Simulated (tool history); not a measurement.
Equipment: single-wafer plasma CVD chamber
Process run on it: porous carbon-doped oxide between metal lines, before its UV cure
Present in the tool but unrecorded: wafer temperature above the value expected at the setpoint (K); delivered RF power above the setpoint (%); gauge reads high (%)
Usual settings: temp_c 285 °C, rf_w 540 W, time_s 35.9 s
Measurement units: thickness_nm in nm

run,hour,temp_c,rf_w,time_s,wafers since the last listed run,hours since the last thermocouple change,hours since the last RF generator calibration,hours since the showerhead was replaced,hours since the gauge calibration,"read-back reference wafer on the same gauge, thickness_nm",thickness_nm
1,0.0,280,540,35.9,0,1744.8,1021.7,1479.6,1384.0,183.039,240.262
2,61.0,276,540,35.9,758,1805.8,1082.7,1540.6,1445.0,182.873,244.465
3,95.5,276,540,35.9,428,1840.3,1117.2,1575.1,1479.5,183.109,249.728
4,127.3,276,540,35.9,395,1872.1,1149.0,1606.9,1511.3,183.098,244.977
5,161.3,278,540,41.5,422,1906.1,1183.0,1640.9,1545.3,183.073,280.093
6,226.4,275,540,38.5,809,1971.2,1248.1,1706.0,1610.4,182.786,268.436
7,257.2,275,540,38.5,382,2002.0,1278.9,1736.8,1641.2,183.116,267.062
8,312.5,275,540,38.5,687,2057.3,1334.2,1792.1,1696.5,182.895,267.390
9,361.2,285,540,35.9,605,2106.0,1382.9,1840.8,1745.2,183.030,231.594
10,484.9,285,540,35.9,1537,2229.7,1506.6,1964.5,1868.9,182.933,230.840
11,535.0,285,540,35.9,622,2279.8,1556.7,2014.6,1919.0,183.268,230.832
# hour 568.7: thermocouple changed; heater temperature recalibrated
12,582.6,285,540,35.9,492,13.9,1604.3,2062.2,1966.6,182.906,221.156
13,649.5,285,540,35.9,831,80.8,1671.2,2129.1,2033.5,183.115,223.160
# hour 690.9: gauge calibrated
# hour 696.9: RF generator calibrated
14,707.6,285,540,32.9,622,138.9,10.7,2187.2,16.7,182.919,211.365
15,773.0,285,575,35.9,813,204.3,76.1,2252.6,82.1,183.034,241.362
16,804.4,298,615,39.9,390,235.7,107.5,2284.0,113.5,182.818,255.779
17,864.5,277,540,35.9,747,295.8,167.6,2344.1,173.6,182.995,240.092
18,926.9,285,540,35.9,775,358.2,230.0,2406.5,236.0,183.072,226.615
19,962.3,285,510,40.0,440,393.6,265.4,2441.9,271.4,183.042,240.939
20,1023.9,285,540,35.9,765,455.2,327.0,2503.5,333.0,182.872,227.146
21,1083.2,274,540,35.9,737,514.5,386.3,2562.8,392.3,183.029,245.125
22,1145.4,278,610,31.2,773,576.7,448.5,2625.0,454.5,183.129,229.707
23,1209.1,273,540,41.1,791,640.4,512.2,2688.7,518.2,183.007,283.635
24,1242.2,279,600,40.8,411,673.5,545.3,2721.8,551.3,182.975,293.190
# hour 1266.5: showerhead replaced
25,1270.8,270,540,35.9,256,702.1,573.9,4.3,579.9,182.906,253.329
26,1311.3,285,540,35.9,503,742.6,614.4,44.8,620.4,183.100,228.394
27,1335.8,291,540,35.9,304,767.1,638.9,69.3,644.9,183.093,219.695
28,1359.8,276,540,37.4,298,791.1,662.9,93.3,668.9,183.046,251.651
29,1424.6,290,615,30.3,805,855.9,727.7,158.1,733.7,182.836,209.767
30,1461.3,271,610,32.2,456,892.6,764.4,194.8,770.4,182.972,249.395
31,1519.3,295,540,35.9,721,950.6,822.4,252.8,828.4,183.080,213.683
32,1549.4,297,435,42.4,374,980.7,852.5,282.9,858.5,183.207,203.450
33,1616.3,285,540,39.6,831,1047.6,919.4,349.8,925.4,183.044,250.456
34,1685.3,285,635,35.9,857,1116.6,988.4,418.8,994.4,183.021,260.368
35,1756.4,285,540,35.9,883,1187.7,1059.5,489.9,1065.5,182.877,229.578

How the hidden state differs across the entries between the runs, from the last listed run before each to the first after it:
Run 11 -> run 12: thermocouple changed; heater temperature recalibrated (hour 568.7)
  wafer temperature above the value expected at the setpoint (K): -6.4 -> 0.0942; delivered RF power above the setpoint (%): -2.55 -> -2.56
  measured value less the no-hidden-state value, thickness_nm: +4.892 -> -4.959 nm
Run 13 -> run 14: gauge calibrated (hour 690.9); RF generator calibrated (hour 696.9)
  wafer temperature above the value expected at the setpoint (K): -0.386 -> -0.773; delivered RF power above the setpoint (%): -2.57 -> -0.199
  measured value less the no-hidden-state value, thickness_nm: -4.306 -> +0.730 nm
Run 24 -> run 25: showerhead replaced (hour 1266.5)
  wafer temperature above the value expected at the setpoint (K): -3.31 -> -3.4; delivered RF power above the setpoint (%): -1.89 -> -1.94
  measured value less the no-hidden-state value, thickness_nm: +2.089 -> +2.004 nm
